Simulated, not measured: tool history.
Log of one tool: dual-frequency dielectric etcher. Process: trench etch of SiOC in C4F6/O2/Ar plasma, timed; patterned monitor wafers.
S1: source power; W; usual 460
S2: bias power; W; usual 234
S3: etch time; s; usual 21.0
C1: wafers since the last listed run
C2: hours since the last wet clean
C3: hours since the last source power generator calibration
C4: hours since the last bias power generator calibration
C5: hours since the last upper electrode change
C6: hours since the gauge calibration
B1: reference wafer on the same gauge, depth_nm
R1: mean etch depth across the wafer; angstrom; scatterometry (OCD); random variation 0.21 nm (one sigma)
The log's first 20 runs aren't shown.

run 21 day=40.108 | S1=540 S2=180 S3=21.0 | C1=572 C2=411.8 C3=603.4 C4=296.7 C5=132.6 C6=346.7 | B1=48.1 | R1=534
-- day=42.196 wet clean of the chamber
run 22 day=42.217 | S1=510 S2=197 S3=23.5 | C1=245 C2=0.5 C3=654.0 C4=347.3 C5=183.2 C6=397.3 | B1=48.0 | R1=577
run 23 day=43.888 | S1=360 S2=251 S3=19.0 | C1=369 C2=40.6 C3=694.1 C4=387.4 C5=223.3 C6=437.4 | B1=48.0 | R1=453
run 24 day=45.796 | S1=460 S2=234 S3=23.5 | C1=422 C2=86.4 C3=739.9 C4=433.2 C5=269.1 C6=483.2 | B1=48.0 | R1=597
run 25 day=47.879 | S1=460 S2=264 S3=21.0 | C1=460 C2=136.4 C3=789.9 C4=483.2 C5=319.1 C6=533.2 | B1=48.0 | R1=561
run 26 day=50.688 | S1=350 S2=260 S3=15.5 | C1=621 C2=203.8 C3=857.3 C4=550.6 C5=386.5 C6=600.6 | B1=48.0 | R1=373
run 27 day=53.442 | S1=540 S2=180 S3=21.0 | C1=609 C2=269.9 C3=923.4 C4=616.7 C5=452.6 C6=666.7 | B1=48.0 | R1=522
-- day=56.954 wet clean of the chamber
run 28 day=56.975 | S1=400 S2=264 S3=16.0 | C1=560 C2=0.5 C3=1008.2 C4=701.5 C5=537.4 C6=751.5 | B1=48.0 | R1=404
run 29 day=58.079 | S1=550 S2=208 S3=15.0 | C1=244 C2=27.0 C3=1034.7 C4=728.0 C5=563.9 C6=778.0 | B1=48.0 | R1=389
run 30 day=60.883 | S1=460 S2=234 S3=21.0 | C1=620 C2=94.3 C3=1102.0 C4=795.3 C5=631.2 C6=845.3 | B1=48.0 | R1=533
run 31 day=62.550 | S1=400 S2=281 S3=25.0 | C1=368 C2=134.3 C3=1142.0 C4=835.3 C5=671.2 C6=885.3 | B1=48.0 | R1=652

3 ways to go on from here, each from the tool as it stands after run 31. What would each give?
run A day=62.567 | S1=460 S2=234 S3=24.5 | C1=3 C2=134.7 C3=1142.4 C4=835.7 C5=671.6 C6=885.7 | B1=? | R1=?
run B day=62.567 | S1=460 S2=197 S3=25.5 | C1=3 C2=134.7 C3=1142.4 C4=835.7 C5=671.6 C6=885.7 | B1=? | R1=?
run C day=62.567 | S1=510 S2=234 S3=14.5 | C1=3 C2=134.7 C3=1142.4 C4=835.7 C5=671.6 C6=885.7 | B1=? | R1=?

run=A B1=48.0 R1=630
run=B B1=48.0 R1=614
run=C B1=48.0 R1=388
Without the tool's hidden state the same runs would have given:
run=A R1=622
run=B R1=606
run=C R1=383
